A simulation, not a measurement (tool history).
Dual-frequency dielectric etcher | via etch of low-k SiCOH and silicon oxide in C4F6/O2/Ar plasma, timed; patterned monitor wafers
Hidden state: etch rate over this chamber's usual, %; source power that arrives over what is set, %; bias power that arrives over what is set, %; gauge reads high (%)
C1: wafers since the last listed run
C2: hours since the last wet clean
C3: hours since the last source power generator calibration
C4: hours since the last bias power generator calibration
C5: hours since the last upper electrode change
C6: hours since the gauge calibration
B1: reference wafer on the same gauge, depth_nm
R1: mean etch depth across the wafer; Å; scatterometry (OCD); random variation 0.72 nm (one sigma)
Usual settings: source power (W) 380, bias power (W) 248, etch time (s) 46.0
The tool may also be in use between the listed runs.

{"run": 1, "hour": 0.0, "source power (W)": 380, "bias power (W)": 248, "etch time (s)": 38.5, "C1": 0, "C2": 462.8, "C3": 1743.4, "C4": 4765.5, "C5": 141.8, "C6": 629.8, "B1": 111.1, "R1": 1073}
{"run": 2, "hour": 34.0, "source power (W)": 380, "bias power (W)": 248, "etch time (s)": 46.0, "C1": 593, "C2": 496.8, "C3": 1777.4, "C4": 4799.5, "C5": 175.8, "C6": 663.8, "B1": 111.1, "R1": 1282}
{"hour": 79.4, "done": "wet clean of the chamber"}
{"run": 3, "hour": 79.9, "source power (W)": 380, "bias power (W)": 232, "etch time (s)": 46.0, "C1": 382, "C2": 0.5, "C3": 1823.3, "C4": 4845.4, "C5": 221.7, "C6": 709.7, "B1": 110.9, "R1": 1279}
{"run": 4, "hour": 94.9, "source power (W)": 380, "bias power (W)": 229, "etch time (s)": 46.0, "C1": 261, "C2": 15.5, "C3": 1838.3, "C4": 4860.4, "C5": 236.7, "C6": 724.7, "B1": 111.1, "R1": 1264}
{"run": 5, "hour": 107.7, "source power (W)": 380, "bias power (W)": 229, "etch time (s)": 46.0, "C1": 223, "C2": 28.3, "C3": 1851.1, "C4": 4873.2, "C5": 249.5, "C6": 737.5, "B1": 111.0, "R1": 1263}
{"run": 6, "hour": 127.3, "source power (W)": 380, "bias power (W)": 229, "etch time (s)": 46.0, "C1": 342, "C2": 47.9, "C3": 1870.7, "C4": 4892.8, "C5": 269.1, "C6": 757.1, "B1": 110.9, "R1": 1269}
{"run": 7, "hour": 159.2, "source power (W)": 460, "bias power (W)": 248, "etch time (s)": 46.0, "C1": 557, "C2": 79.8, "C3": 1902.6, "C4": 4924.7, "C5": 301.0, "C6": 789.0, "B1": 110.9, "R1": 1391}
{"hour": 164.0, "done": "source power generator calibrated"}
{"run": 8, "hour": 189.0, "source power (W)": 420, "bias power (W)": 213, "etch time (s)": 57.0, "C1": 450, "C2": 109.6, "C3": 25.0, "C4": 4954.5, "C5": 330.8, "C6": 818.8, "B1": 110.9, "R1": 1556}
{"run": 9, "hour": 202.1, "source power (W)": 430, "bias power (W)": 305, "etch time (s)": 37.5, "C1": 228, "C2": 122.7, "C3": 38.1, "C4": 4967.6, "C5": 343.9, "C6": 831.9, "B1": 111.0, "R1": 1204}
{"run": 10, "hour": 214.6, "source power (W)": 380, "bias power (W)": 248, "etch time (s)": 46.0, "C1": 218, "C2": 135.2, "C3": 50.6, "C4": 4980.1, "C5": 356.4, "C6": 844.4, "B1": 111.0, "R1": 1306}
{"run": 11, "hour": 253.2, "source power (W)": 470, "bias power (W)": 264, "etch time (s)": 54.5, "C1": 674, "C2": 173.8, "C3": 89.2, "C4": 5018.7, "C5": 395.0, "C6": 883.0, "B1": 111.0, "R1": 1686}
{"run": 12, "hour": 273.2, "source power (W)": 420, "bias power (W)": 288, "etch time (s)": 58.0, "C1": 349, "C2": 193.8, "C3": 109.2, "C4": 5038.7, "C5": 415.0, "C6": 903.0, "B1": 111.1, "R1": 1806}
{"hour": 296.5, "done": "bias power generator calibrated"}
{"run": 13, "hour": 297.0, "source power (W)": 380, "bias power (W)": 248, "etch time (s)": 46.0, "C1": 345, "C2": 217.6, "C3": 133.0, "C4": 0.5, "C5": 438.8, "C6": 926.8, "B1": 111.0, "R1": 1284}
{"run": 14, "hour": 328.7, "source power (W)": 380, "bias power (W)": 248, "etch time (s)": 46.0, "C1": 553, "C2": 249.3, "C3": 164.7, "C4": 32.2, "C5": 470.5, "C6": 958.5, "B1": 111.0, "R1": 1292}
{"run": 15, "hour": 348.5, "source power (W)": 380, "bias power (W)": 248, "etch time (s)": 46.0, "C1": 345, "C2": 269.1, "C3": 184.5, "C4": 52.0, "C5": 490.3, "C6": 978.3, "B1": 111.1, "R1": 1288}
{"run": 16, "hour": 381.6, "source power (W)": 350, "bias power (W)": 215, "etch time (s)": 41.5, "C1": 578, "C2": 302.2, "C3": 217.6, "C4": 85.1, "C5": 523.4, "C6": 1011.4, "B1": 111.0, "R1": 1068}
{"run": 17, "hour": 401.8, "source power (W)": 380, "bias power (W)": 248, "etch time (s)": 46.0, "C1": 352, "C2": 322.4, "C3": 237.8, "C4": 105.3, "C5": 543.6, "C6": 1031.6, "B1": 111.0, "R1": 1297}
{"run": 18, "hour": 414.8, "source power (W)": 420, "bias power (W)": 304, "etch time (s)": 40.0, "C1": 227, "C2": 335.4, "C3": 250.8, "C4": 118.3, "C5": 556.6, "C6": 1044.6, "B1": 110.9, "R1": 1261}
{"run": 19, "hour": 436.1, "source power (W)": 440, "bias power (W)": 248, "etch time (s)": 57.5, "C1": 372, "C2": 356.7, "C3": 272.1, "C4": 139.6, "C5": 577.9, "C6": 1065.9, "B1": 110.9, "R1": 1690}
{"run": 20, "hour": 527.1, "source power (W)": 480, "bias power (W)": 191, "etch time (s)": 33.5, "C1": 1589, "C2": 447.7, "C3": 363.1, "C4": 230.6, "C5": 668.9, "C6": 1156.9, "B1": 111.0, "R1": 897}
{"hour": 529.8, "done": "gauge calibrated"}
{"run": 21, "hour": 551.5, "source power (W)": 380, "bias power (W)": 248, "etch time (s)": 46.0, "C1": 426, "C2": 472.1, "C3": 387.5, "C4": 255.0, "C5": 693.3, "C6": 21.7, "B1": 111.0, "R1": 1280}
{"run": 22, "hour": 630.1, "source power (W)": 430, "bias power (W)": 276, "etch time (s)": 53.5, "C1": 1372, "C2": 550.7, "C3": 466.1, "C4": 333.6, "C5": 771.9, "C6": 100.3, "B1": 111.1, "R1": 1595}
{"run": 23, "hour": 659.1, "source power (W)": 380, "bias power (W)": 248, "etch time (s)": 46.0, "C1": 506, "C2": 579.7, "C3": 495.1, "C4": 362.6, "C5": 800.9, "C6": 129.3, "B1": 111.2, "R1": 1291}
{"hour": 700.9, "done": "wet clean of the chamber"}
{"run": 24, "hour": 701.4, "source power (W)": 380, "bias power (W)": 231, "etch time (s)": 57.5, "C1": 319, "C2": 0.5, "C3": 537.4, "C4": 404.9, "C5": 843.2, "C6": 171.6, "B1": 111.0, "R1": 1603}
{"run": 25, "hour": 728.9, "source power (W)": 380, "bias power (W)": 300, "etch time (s)": 46.0, "C1": 480, "C2": 28.0, "C3": 564.9, "C4": 432.4, "C5": 870.7, "C6": 199.1, "B1": 111.0, "R1": 1431}
{"run": 26, "hour": 750.4, "source power (W)": 350, "bias power (W)": 270, "etch time (s)": 52.5, "C1": 375, "C2": 49.5, "C3": 586.4, "C4": 453.9, "C5": 892.2, "C6": 220.6, "B1": 111.0, "R1": 1518}
{"run": 27, "hour": 765.9, "source power (W)": 380, "bias power (W)": 248, "etch time (s)": 38.5, "C1": 270, "C2": 65.0, "C3": 601.9, "C4": 469.4, "C5": 907.7, "C6": 236.1, "B1": 111.0, "R1": 1106}
{"run": 28, "hour": 789.1, "source power (W)": 300, "bias power (W)": 272, "etch time (s)": 58.0, "C1": 405, "C2": 88.2, "C3": 625.1, "C4": 492.6, "C5": 930.9, "C6": 259.3, "B1": 110.9, "R1": 1608}
{"run": 29, "hour": 818.3, "source power (W)": 380, "bias power (W)": 248, "etch time (s)": 58.0, "C1": 510, "C2": 117.4, "C3": 654.3, "C4": 521.8, "C5": 960.1, "C6": 288.5, "B1": 111.0, "R1": 1656}

How the hidden state differs across the entries between the runs, from the last listed run before each to the first after it:
Between runs 2 and 3: wet clean of the chamber (hour 79.4)
  etch rate over this chamber's usual, %: -2.22 -> -0.284
  measured less the result without the state, R1: -29 -> -4 Å
Between runs 7 and 8: source power generator calibrated (hour 164.0)
  etch rate over this chamber's usual, %: -0.588 -> -0.702
  measured less the result without the state, R1: -8 -> -11 Å
Between runs 12 and 13: bias power generator calibrated (hour 296.5)
  etch rate over this chamber's usual, %: -1.02 -> -1.12
  measured less the result without the state, R1: -18 -> -14 Å
Between runs 20 and 21: gauge calibrated (hour 529.8)
  etch rate over this chamber's usual, %: -2 -> -2.09
  measured less the result without the state, R1: -18 -> -28 Å
Between runs 23 and 24: wet clean of the chamber (hour 700.9)
  etch rate over this chamber's usual, %: -2.5 -> 0.41
  measured less the result without the state, R1: -33 -> +7 Å

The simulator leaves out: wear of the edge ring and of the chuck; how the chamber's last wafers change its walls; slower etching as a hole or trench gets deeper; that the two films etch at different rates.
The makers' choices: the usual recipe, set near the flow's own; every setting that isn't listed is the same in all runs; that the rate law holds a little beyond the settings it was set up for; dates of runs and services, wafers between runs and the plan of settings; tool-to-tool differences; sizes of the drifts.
